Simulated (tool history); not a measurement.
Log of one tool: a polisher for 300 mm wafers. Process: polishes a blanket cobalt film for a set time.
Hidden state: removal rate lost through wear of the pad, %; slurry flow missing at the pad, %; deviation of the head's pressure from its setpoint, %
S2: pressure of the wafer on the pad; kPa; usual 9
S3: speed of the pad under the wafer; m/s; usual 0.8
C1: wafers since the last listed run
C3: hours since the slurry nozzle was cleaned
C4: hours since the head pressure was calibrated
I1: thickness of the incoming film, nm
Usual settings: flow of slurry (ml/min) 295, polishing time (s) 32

run 1 hour=0 | flow_of_slurry_(ml/min)=295 S2=10.3 S3=0.8 polishing_time_(s)=32 | C1=0 wafers_polished_on_this_pad=1765 C3=321.5 C4=77.7 | I1=1422.2 | film_removed_(Å)=1047
run 2 hour=18.6 | flow_of_slurry_(ml/min)=295 S2=10.3 S3=0.8 polishing_time_(s)=32 | C1=235 wafers_polished_on_this_pad=2000 C3=340.1 C4=96.3 | I1=1429.3 | film_removed_(Å)=1096
run 3 hour=52.7 | flow_of_slurry_(ml/min)=295 S2=9 S3=0.8 polishing_time_(s)=32 | C1=431 wafers_polished_on_this_pad=2432 C3=374.2 C4=130.4 | I1=1456 | film_removed_(Å)=931
run 4 hour=65.2 | flow_of_slurry_(ml/min)=295 S2=9 S3=0.8 polishing_time_(s)=32 | C1=158 wafers_polished_on_this_pad=2591 C3=386.7 C4=142.9 | I1=1438 | film_removed_(Å)=937
run 5 hour=109.9 | flow_of_slurry_(ml/min)=295 S2=9 S3=0.8 polishing_time_(s)=32 | C1=566 wafers_polished_on_this_pad=3157 C3=431.4 C4=187.6 | I1=1458.5 | film_removed_(Å)=959
-- hour=145.3 worn pad replaced by a new one
run 6 hour=179 | flow_of_slurry_(ml/min)=295 S2=9 S3=0.8 polishing_time_(s)=32 | C1=824 wafers_polished_on_this_pad=426 C3=500.5 C4=256.7 | I1=1426 | film_removed_(Å)=990
run 7 hour=202.7 | flow_of_slurry_(ml/min)=295 S2=9 S3=0.8 polishing_time_(s)=32 | C1=300 wafers_polished_on_this_pad=726 C3=524.2 C4=280.4 | I1=1423.5 | film_removed_(Å)=981
-- hour=218.2 slurry nozzle cleaned
run 8 hour=223.9 | flow_of_slurry_(ml/min)=295 S2=6.9 S3=0.8 polishing_time_(s)=32 | C1=255 wafers_polished_on_this_pad=982 C3=5.7 C4=301.6 | I1=1436.6 | film_removed_(Å)=760
run 9 hour=250.7 | flow_of_slurry_(ml/min)=295 S2=9 S3=0.8 polishing_time_(s)=32 | C1=339 wafers_polished_on_this_pad=1322 C3=32.5 C4=328.4 | I1=1453.1 | film_removed_(Å)=987
run 10 hour=275.6 | flow_of_slurry_(ml/min)=295 S2=9 S3=0.8 polishing_time_(s)=32 | C1=315 wafers_polished_on_this_pad=1637 C3=57.4 C4=353.3 | I1=1455.4 | film_removed_(Å)=983
run 11 hour=291.7 | flow_of_slurry_(ml/min)=295 S2=9 S3=0.8 polishing_time_(s)=32 | C1=203 wafers_polished_on_this_pad=1841 C3=73.5 C4=369.4 | I1=1452 | film_removed_(Å)=1016
run 12 hour=312.3 | flow_of_slurry_(ml/min)=295 S2=9 S3=0.8 polishing_time_(s)=32 | C1=260 wafers_polished_on_this_pad=2102 C3=94.1 C4=390 | I1=1460.9 | film_removed_(Å)=1014
-- hour=331.4 head pressure recalibrated
-- hour=399.9 worn pad replaced by a new one, of another model than before
run 13 hour=402.5 | flow_of_slurry_(ml/min)=295 S2=9 S3=0.8 polishing_time_(s)=39 | C1=1066 wafers_polished_on_this_pad=33 C3=184.3 C4=71.1 | I1=1442.8 | film_removed_(Å)=1101
run 14 hour=432.8 | flow_of_slurry_(ml/min)=295 S2=9 S3=0.8 polishing_time_(s)=39 | C1=383 wafers_polished_on_this_pad=416 C3=214.6 C4=101.4 | I1=1448.4 | film_removed_(Å)=1114
run 15 hour=514.8 | flow_of_slurry_(ml/min)=295 S2=9 S3=0.8 polishing_time_(s)=32 | C1=1038 wafers_polished_on_this_pad=1455 C3=296.6 C4=183.4 | I1=1441 | film_removed_(Å)=942
run 16 hour=528.5 | flow_of_slurry_(ml/min)=350 S2=7.6 S3=0.92 polishing_time_(s)=37 | C1=173 wafers_polished_on_this_pad=1629 C3=310.3 C4=197.1 | I1=1459.1 | film_removed_(Å)=1095
run 17 hour=541.3 | flow_of_slurry_(ml/min)=295 S2=11.7 S3=0.96 polishing_time_(s)=41 | C1=162 wafers_polished_on_this_pad=1791 C3=323.1 C4=209.9 | I1=1479.3 | film_removed_(Å)=1596
run 18 hour=563.4 | flow_of_slurry_(ml/min)=380 S2=9 S3=0.8 polishing_time_(s)=32 | C1=279 wafers_polished_on_this_pad=2071 C3=345.2 C4=232 | I1=1475.8 | film_removed_(Å)=975
run 19 hour=595 | flow_of_slurry_(ml/min)=370 S2=7.6 S3=0.54 polishing_time_(s)=32 | C1=400 wafers_polished_on_this_pad=2471 C3=376.8 C4=263.6 | I1=1479 | film_removed_(Å)=727
run 20 hour=610.5 | flow_of_slurry_(ml/min)=295 S2=9 S3=0.8 polishing_time_(s)=32 | C1=196 wafers_polished_on_this_pad=2667 C3=392.3 C4=279.1 | I1=1430.8 | film_removed_(Å)=952
run 21 hour=635.3 | flow_of_slurry_(ml/min)=375 S2=9 S3=0.8 polishing_time_(s)=32 | C1=314 wafers_polished_on_this_pad=2982 C3=417.1 C4=303.9 | I1=1439.4 | film_removed_(Å)=984
-- hour=641.6 worn pad replaced by a new one
run 22 hour=669 | flow_of_slurry_(ml/min)=295 S2=9 S3=0.8 polishing_time_(s)=32 | C1=376 wafers_polished_on_this_pad=346 C3=450.8 C4=337.6 | I1=1439.4 | film_removed_(Å)=981
-- hour=678.1 head pressure recalibrated
run 23 hour=703.9 | flow_of_slurry_(ml/min)=350 S2=11 S3=1.04 polishing_time_(s)=40 | C1=416 wafers_polished_on_this_pad=763 C3=485.7 C4=25.8 | I1=1426.8 | film_removed_(Å)=1560
-- hour=734.5 slurry nozzle cleaned
run 24 hour=739.6 | flow_of_slurry_(ml/min)=245 S2=11 S3=1.04 polishing_time_(s)=37 | C1=439 wafers_polished_on_this_pad=1203 C3=5.1 C4=61.5 | I1=1459.5 | film_removed_(Å)=1402
run 25 hour=763.8 | flow_of_slurry_(ml/min)=295 S2=10.3 S3=0.8 polishing_time_(s)=32 | C1=306 wafers_polished_on_this_pad=1509 C3=29.3 C4=85.7 | I1=1437.1 | film_removed_(Å)=1009
run 26 hour=840.3 | flow_of_slurry_(ml/min)=295 S2=9 S3=0.8 polishing_time_(s)=21 | C1=969 wafers_polished_on_this_pad=2478 C3=105.8 C4=162.2 | I1=1430.8 | film_removed_(Å)=608
run 27 hour=865.2 | flow_of_slurry_(ml/min)=295 S2=11 S3=0.64 polishing_time_(s)=32 | C1=315 wafers_polished_on_this_pad=2794 C3=130.7 C4=187.1 | I1=1459 | film_removed_(Å)=952
run 28 hour=898.6 | flow_of_slurry_(ml/min)=295 S2=9 S3=0.8 polishing_time_(s)=32 | C1=423 wafers_polished_on_this_pad=3217 C3=164.1 C4=220.5 | I1=1444.7 | film_removed_(Å)=943
run 29 hour=926.4 | flow_of_slurry_(ml/min)=295 S2=9 S3=0.8 polishing_time_(s)=32 | C1=352 wafers_polished_on_this_pad=3569 C3=191.9 C4=248.3 | I1=1448.3 | film_removed_(Å)=955

Run 30 comes next. What will it give?
-- hour=938.2 worn pad replaced by a new one
run 30 hour=944.6 | flow_of_slurry_(ml/min)=205 S2=9 S3=1 polishing_time_(s)=35 | C1=179 wafers_polished_on_this_pad=81 C3=210.1 C4=266.5 | I1=1458.6 | film_removed_(Å)=?

{"run 30": {"film removed (Å)": 1092}}
Without the tool's hidden state the same run would have given film removed (Å) 1054.

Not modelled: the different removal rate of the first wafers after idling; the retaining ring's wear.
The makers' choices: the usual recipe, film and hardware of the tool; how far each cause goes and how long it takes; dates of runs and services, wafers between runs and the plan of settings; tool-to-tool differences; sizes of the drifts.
